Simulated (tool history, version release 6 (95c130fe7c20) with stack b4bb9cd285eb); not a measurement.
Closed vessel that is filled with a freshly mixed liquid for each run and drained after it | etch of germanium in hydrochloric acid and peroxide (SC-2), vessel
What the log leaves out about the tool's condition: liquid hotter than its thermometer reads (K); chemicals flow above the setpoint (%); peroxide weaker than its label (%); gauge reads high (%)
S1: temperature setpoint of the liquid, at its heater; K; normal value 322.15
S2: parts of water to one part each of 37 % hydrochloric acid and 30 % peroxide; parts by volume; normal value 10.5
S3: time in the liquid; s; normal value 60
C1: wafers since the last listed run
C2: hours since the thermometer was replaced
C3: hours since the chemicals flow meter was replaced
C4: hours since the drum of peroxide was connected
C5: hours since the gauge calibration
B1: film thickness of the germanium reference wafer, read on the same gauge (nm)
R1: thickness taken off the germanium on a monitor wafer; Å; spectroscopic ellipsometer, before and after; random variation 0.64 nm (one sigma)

| run | hour | S1 | S2 | S3 | C1 | C2 | C3 | C4 | C5 | B1 | R1 |
|---|---|---|---|---|---|---|---|---|---|---|---|
| 1 | 0 | 319.15 | 10.5 | 60 | 0 | 624.1 | 389.2 | 454.8 | 288.6 | 140 | 936.7 |
| 2 | 45.9 | 327.15 | 7 | 60 | 4864 | 670 | 435.1 | 500.7 | 334.5 | 139.99 | 1235.1 |
|  | 53.6 | new drum of peroxide connected |
| 3 | 74.3 | 327.15 | 7 | 60 | 2903 | 698.4 | 463.5 | 20.7 | 362.9 | 139.96 | 1252.7 |
| 4 | 106.3 | 327.15 | 7 | 60 | 3391 | 730.4 | 495.5 | 52.7 | 394.9 | 140 | 1261.8 |
| 5 | 237.4 | 322.15 | 10.5 | 60 | 13892 | 861.5 | 626.6 | 183.8 | 526 | 140.03 | 1034 |
| 6 | 273.3 | 322.15 | 10.5 | 60 | 3804 | 897.4 | 662.5 | 219.7 | 561.9 | 140.07 | 1035.7 |
| 7 | 312.8 | 322.15 | 10.5 | 60 | 4185 | 936.9 | 702 | 259.2 | 601.4 | 140.07 | 1039.7 |
| 8 | 361.7 | 322.15 | 10.5 | 60 | 5182 | 985.8 | 750.9 | 308.1 | 650.3 | 140.01 | 1052.7 |
| 9 | 429.5 | 322.15 | 10.5 | 60 | 7184 | 1053.6 | 818.7 | 375.9 | 718.1 | 140 | 1051.4 |
|  | 472.2 | chemicals flow meter replaced |
| 10 | 491.6 | 322.15 | 10.5 | 60 | 6474 | 1115.7 | 19.4 | 438 | 780.2 | 140.01 | 1057 |
| 11 | 543.4 | 322.15 | 12.5 | 60 | 5489 | 1167.5 | 71.2 | 489.8 | 832 | 140.04 | 1041.3 |
|  | 561.5 | new drum of peroxide connected |
| 12 | 611.4 | 322.15 | 15.5 | 30 | 7100 | 1235.5 | 139.2 | 49.9 | 900 | 139.99 | 505.7 |
| 13 | 739.3 | 312.65 | 7.5 | 60 | 13553 | 1363.4 | 267.1 | 177.8 | 1027.9 | 139.99 | 797 |
|  | 744.7 | thermometer replaced |
|  | 758.3 | gauge calibrated |
| 14 | 807.5 | 322.15 | 10.5 | 60 | 7121 | 62.8 | 335.3 | 246 | 49.2 | 140 | 982.3 |
| 15 | 856.7 | 328.15 | 10.5 | 60 | 5213 | 112 | 384.5 | 295.2 | 98.4 | 140.01 | 1199 |
| 16 | 906.3 | 315.15 | 7.5 | 35 | 5256 | 161.6 | 434.1 | 344.8 | 148 | 139.95 | 477.7 |
| 17 | 958.6 | 331.65 | 12.5 | 75 | 5542 | 213.9 | 486.4 | 397.1 | 200.3 | 139.96 | 1660.3 |
| 18 | 1003.9 | 326.15 | 7.5 | 30 | 4800 | 259.2 | 531.7 | 442.4 | 245.6 | 139.98 | 579.6 |
| 19 | 1067.5 | 330.15 | 10.5 | 40 | 6739 | 322.8 | 595.3 | 506 | 309.2 | 139.99 | 851.7 |
|  | 1112.1 | new drum of peroxide connected |
| 20 | 1129.4 | 331.65 | 12.5 | 75 | 6453 | 384.7 | 657.2 | 17.3 | 371.1 | 140.02 | 1657.4 |

List, for all runs, the conditions of the tool that the log does not record:
chemicals flow above the setpoint (%): 0 across all the runs
peroxide weaker than its label (%): 0 across all the runs
gauge reads high (%): 0 across all the runs
H1: liquid hotter than its thermometer reads (K)
| run | H1 |
|---|---|
| 1 | 1.21 |
| 2 | 1.3 |
| 3 | 1.35 |
| 4 | 1.41 |
| 5 | 1.65 |
| 6 | 1.72 |
| 7 | 1.79 |
| 8 | 1.88 |
| 9 | 2 |
| 10 | 2.12 |
| 11 | 2.21 |
| 12 | 2.34 |
| 13 | 2.57 |
| 14 | 0.252 |
| 15 | 0.343 |
| 16 | 0.434 |
| 17 | 0.53 |
| 18 | 0.613 |
| 19 | 0.73 |
| 20 | 0.843 |
